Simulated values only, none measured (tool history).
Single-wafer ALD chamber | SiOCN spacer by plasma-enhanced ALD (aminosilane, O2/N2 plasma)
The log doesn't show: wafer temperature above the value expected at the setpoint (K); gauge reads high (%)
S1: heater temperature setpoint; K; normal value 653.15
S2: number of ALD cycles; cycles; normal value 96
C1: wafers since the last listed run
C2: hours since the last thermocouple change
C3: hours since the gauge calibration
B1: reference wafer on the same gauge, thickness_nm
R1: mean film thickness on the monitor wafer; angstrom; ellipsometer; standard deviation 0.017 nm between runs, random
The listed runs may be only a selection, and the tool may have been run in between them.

{"run": 1, "hour": 0.0, "S1": 653.15, "S2": 96, "C1": 0, "C2": 2447.3, "C3": 111.8, "B1": 5.544, "R1": 65.19}
{"run": 2, "hour": 18.6, "S1": 653.15, "S2": 110, "C1": 32, "C2": 2465.9, "C3": 130.4, "B1": 5.536, "R1": 74.73}
{"run": 3, "hour": 45.0, "S1": 642.15, "S2": 110, "C1": 45, "C2": 2492.3, "C3": 156.8, "B1": 5.527, "R1": 74.62}
{"run": 4, "hour": 98.7, "S1": 642.15, "S2": 110, "C1": 92, "C2": 2546, "C3": 210.5, "B1": 5.514, "R1": 74.36}
{"run": 5, "hour": 124.4, "S1": 653.15, "S2": 96, "C1": 44, "C2": 2571.7, "C3": 236.2, "B1": 5.509, "R1": 64.94}
{"run": 6, "hour": 153.9, "S1": 653.15, "S2": 96, "C1": 50, "C2": 2601.2, "C3": 265.7, "B1": 5.506, "R1": 64.75}
{"hour": 172.6, "done": "thermocouple changed; heater temperature recalibrated"}
{"run": 7, "hour": 185.3, "S1": 653.15, "S2": 96, "C1": 40, "C2": 12.7, "C3": 297.1, "B1": 5.502, "R1": 64.67}
{"run": 8, "hour": 204.4, "S1": 653.15, "S2": 105, "C1": 33, "C2": 31.8, "C3": 316.2, "B1": 5.498, "R1": 70.77}
{"run": 9, "hour": 222.5, "S1": 653.15, "S2": 105, "C1": 31, "C2": 49.9, "C3": 334.3, "B1": 5.497, "R1": 70.47}
{"run": 10, "hour": 235.9, "S1": 653.15, "S2": 105, "C1": 23, "C2": 63.3, "C3": 347.7, "B1": 5.497, "R1": 70.85}
{"run": 11, "hour": 248.5, "S1": 653.15, "S2": 90, "C1": 21, "C2": 75.9, "C3": 360.3, "B1": 5.495, "R1": 60.56}
{"run": 12, "hour": 321.6, "S1": 638.15, "S2": 84, "C1": 126, "C2": 149, "C3": 433.4, "B1": 5.491, "R1": 56.68}
{"run": 13, "hour": 348.4, "S1": 658.15, "S2": 115, "C1": 46, "C2": 175.8, "C3": 460.2, "B1": 5.487, "R1": 77.35}
{"hour": 379.1, "done": "gauge calibrated"}
{"run": 14, "hour": 389.3, "S1": 659.15, "S2": 106, "C1": 70, "C2": 216.7, "C3": 10.2, "B1": 5.607, "R1": 72.94}
{"run": 15, "hour": 403.4, "S1": 643.15, "S2": 96, "C1": 24, "C2": 230.8, "C3": 24.3, "B1": 5.598, "R1": 65.73}
{"run": 16, "hour": 431.5, "S1": 640.15, "S2": 110, "C1": 48, "C2": 258.9, "C3": 52.4, "B1": 5.582, "R1": 75.19}
{"run": 17, "hour": 457.7, "S1": 659.15, "S2": 82, "C1": 45, "C2": 285.1, "C3": 78.6, "B1": 5.569, "R1": 55.85}
{"run": 18, "hour": 483.3, "S1": 647.15, "S2": 104, "C1": 44, "C2": 310.7, "C3": 104.2, "B1": 5.558, "R1": 70.48}
{"run": 19, "hour": 498.0, "S1": 663.15, "S2": 109, "C1": 25, "C2": 325.4, "C3": 118.9, "B1": 5.551, "R1": 74.31}
{"run": 20, "hour": 511.8, "S1": 653.15, "S2": 96, "C1": 23, "C2": 339.2, "C3": 132.7, "B1": 5.55, "R1": 65.17}
{"run": 21, "hour": 533.1, "S1": 653.15, "S2": 96, "C1": 36, "C2": 360.5, "C3": 154, "B1": 5.544, "R1": 65.24}
{"run": 22, "hour": 548.3, "S1": 664.15, "S2": 96, "C1": 26, "C2": 375.7, "C3": 169.2, "B1": 5.535, "R1": 65.29}

Measured less the same run without the tool's hidden state. The same run-to-run variation is in both; the gauge's scatter may not be:
run=1 R1=-1.01
run=2 R1=-1.25
run=3 R1=-1.36
run=4 R1=-1.54
run=5 R1=-1.41
run=6 R1=-1.47
run=7 R1=-1.52
run=8 R1=-1.7
run=9 R1=-1.72
run=10 R1=-1.75
run=11 R1=-1.51
run=12 R1=-1.46
run=13 R1=-2.02
run=14 R1=-0.3
run=15 R1=-0.38
run=16 R1=-0.66
run=17 R1=-0.61
run=18 R1=-0.92
run=19 R1=-1.05
run=20 R1=-0.97
run=21 R1=-1.06
run=22 R1=-1.11
